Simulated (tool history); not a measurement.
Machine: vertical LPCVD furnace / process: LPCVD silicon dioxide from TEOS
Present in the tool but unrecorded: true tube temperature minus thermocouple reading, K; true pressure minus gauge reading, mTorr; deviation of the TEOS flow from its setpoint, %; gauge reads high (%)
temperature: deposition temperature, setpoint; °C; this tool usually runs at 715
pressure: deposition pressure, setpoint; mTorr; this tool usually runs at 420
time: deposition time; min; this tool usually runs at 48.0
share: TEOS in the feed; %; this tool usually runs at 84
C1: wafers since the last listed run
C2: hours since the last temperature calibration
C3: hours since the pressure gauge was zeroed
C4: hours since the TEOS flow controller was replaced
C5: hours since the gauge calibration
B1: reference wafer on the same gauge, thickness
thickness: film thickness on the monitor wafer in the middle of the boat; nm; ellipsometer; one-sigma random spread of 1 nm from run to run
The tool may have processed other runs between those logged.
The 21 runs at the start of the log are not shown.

run 22 hour=617.5 | temperature=715 pressure=420 time=48.0 share=84 | C1=504 C2=62.0 C3=336.1 C4=197.6 C5=352.8 | B1=688.71 | thickness=670.52
run 23 hour=642.5 | temperature=715 pressure=380 time=48.0 share=74 | C1=387 C2=87.0 C3=361.1 C4=222.6 C5=377.8 | B1=689.44 | thickness=599.37
run 24 hour=668.5 | temperature=705 pressure=385 time=59.0 share=95 | C1=403 C2=113.0 C3=387.1 C4=248.6 C5=403.8 | B1=689.25 | thickness=670.10
run 25 hour=702.5 | temperature=715 pressure=355 time=36.0 share=84 | C1=527 C2=147.0 C3=421.1 C4=282.6 C5=437.8 | B1=688.57 | thickness=463.48
run 26 hour=733.3 | temperature=715 pressure=420 time=63.0 share=84 | C1=478 C2=177.8 C3=451.9 C4=313.4 C5=468.6 | B1=688.70 | thickness=885.45
run 27 hour=801.2 | temperature=715 pressure=470 time=48.0 share=84 | C1=1053 C2=245.7 C3=519.8 C4=381.3 C5=536.5 | B1=689.36 | thickness=712.05
run 28 hour=829.2 | temperature=715 pressure=420 time=48.0 share=84 | C1=434 C2=273.7 C3=547.8 C4=409.3 C5=564.5 | B1=688.72 | thickness=674.40
run 29 hour=848.1 | temperature=715 pressure=420 time=48.0 share=97 | C1=293 C2=292.6 C3=566.7 C4=428.2 C5=583.4 | B1=689.35 | thickness=727.94
run 30 hour=878.1 | temperature=720 pressure=320 time=48.0 share=94 | C1=465 C2=322.6 C3=596.7 C4=458.2 C5=613.4 | B1=688.89 | thickness=698.18

Predict each of these 5 candidate next runs independently; none follows another, all start after run 30:
run A hour=883.1 | temperature=715 pressure=420 time=48.0 share=84 | C1=77 C2=327.6 C3=601.7 C4=463.2 C5=618.4 | B1=? | thickness=?
run B hour=883.1 | temperature=706 pressure=365 time=48.0 share=84 | C1=77 C2=327.6 C3=601.7 C4=463.2 C5=618.4 | B1=? | thickness=?
run C hour=883.1 | temperature=720 pressure=480 time=48.0 share=84 | C1=77 C2=327.6 C3=601.7 C4=463.2 C5=618.4 | B1=? | thickness=?
run D hour=883.1 | temperature=710 pressure=330 time=29.5 share=97 | C1=77 C2=327.6 C3=601.7 C4=463.2 C5=618.4 | B1=? | thickness=?
run E hour=883.1 | temperature=715 pressure=420 time=64.5 share=84 | C1=77 C2=327.6 C3=601.7 C4=463.2 C5=618.4 | B1=? | thickness=?

run=A B1=688.98 thickness=676.42
run=B B1=688.98 thickness=513.68
run=C B1=688.98 thickness=809.12
run=D B1=688.98 thickness=353.38
run=E B1=688.98 thickness=908.94
Stripped of hidden state, with their random variation kept, the same runs would have yielded:
run=A thickness=673.55
run=B thickness=511.60
run=C thickness=805.53
run=D thickness=352.05
run=E thickness=905.08
